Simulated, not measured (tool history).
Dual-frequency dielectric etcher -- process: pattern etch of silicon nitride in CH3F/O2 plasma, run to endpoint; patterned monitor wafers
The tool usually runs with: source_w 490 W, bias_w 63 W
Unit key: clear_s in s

run    hour  source_w  bias_w  incoming incoming film thickness, nm  clear_s
  1     0.0       540      63                                  56.2     56.2
  2    31.7       570      63                                  55.9     53.7
  3   152.7       570      63                                  55.7     53.8
  4   324.5       570      63                                  55.8     53.8
      388.7  -- wet clean of the chamber
  5   389.2       490      54                                  55.7     58.7
  6   441.4       490      63                                  56.1     55.4
  7   479.1       490      63                                  55.9     55.9
  8   531.4       450      63                                  55.9     57.6
  9   585.5       450      63                                  56.0     58.6
 10   627.4       450      63                                  56.3     58.4
 11   662.0       490      55                                  56.2     58.0
      682.0  -- source power generator calibrated
      700.3  -- wet clean of the chamber, repeated, since the last time left the tool worse
 12   719.5       490      55                                  56.4     61.3
      734.4  -- bias power generator calibrated
 13   791.2       490      55                                  55.6     60.8
 14   853.5       490      63                                  55.8     58.1
 15   907.3       490      63                                  56.6     59.3
 16   932.9       400      67                                  55.8     63.2
 17   978.0       410      70                                  55.7     61.1
 18  1008.5       450      63                                  56.1     59.7
 19  1048.1       490      56                                  56.5     60.0
 20  1077.1       440      70                                  55.5     57.3
 21  1143.6       490      63                                  55.6     55.9
     1184.9  -- upper electrode replaced
 22  1208.5       440      76                                  55.5     56.0
     1237.6  -- wet clean of the chamber
 23  1267.5       540      47                                  55.6     60.8
 24  1441.2       420      53                                  56.2     65.1
 25  1552.0       550      63                                  56.4     55.4
 26  1622.0       450      52                                  56.4     64.1
 27  1685.9       520      49                                  55.8     60.7
     1745.2  -- wet clean of the chamber
 28  1880.7       530      71                                  55.5     54.6
 29  1915.2       490      63                                  55.8     58.2
 30  1982.2       420      53                                  55.5     65.3

The tool's hidden state at each run:
source power that arrives over what is set, %: 0 on each run
bias power that arrives over what is set, %: 0 on each run
H1: etch rate over this chamber's usual, %
run      H1
  1   0.768
  2   0.969
  3    1.73
  4    2.82
  5    4.99
  6    5.32
  7    5.56
  8    5.89
  9    6.23
 10    6.49
 11    6.71
 12  -0.066
 13   0.387
 14    0.78
 15    1.12
 16    1.28
 17    1.57
 18    1.76
 19    2.01
 20    2.19
 21    2.61
 22    3.02
 23   0.242
 24    1.34
 25    2.04
 26    2.48
 27    2.88
 28   0.629
 29   0.847
 30    1.27

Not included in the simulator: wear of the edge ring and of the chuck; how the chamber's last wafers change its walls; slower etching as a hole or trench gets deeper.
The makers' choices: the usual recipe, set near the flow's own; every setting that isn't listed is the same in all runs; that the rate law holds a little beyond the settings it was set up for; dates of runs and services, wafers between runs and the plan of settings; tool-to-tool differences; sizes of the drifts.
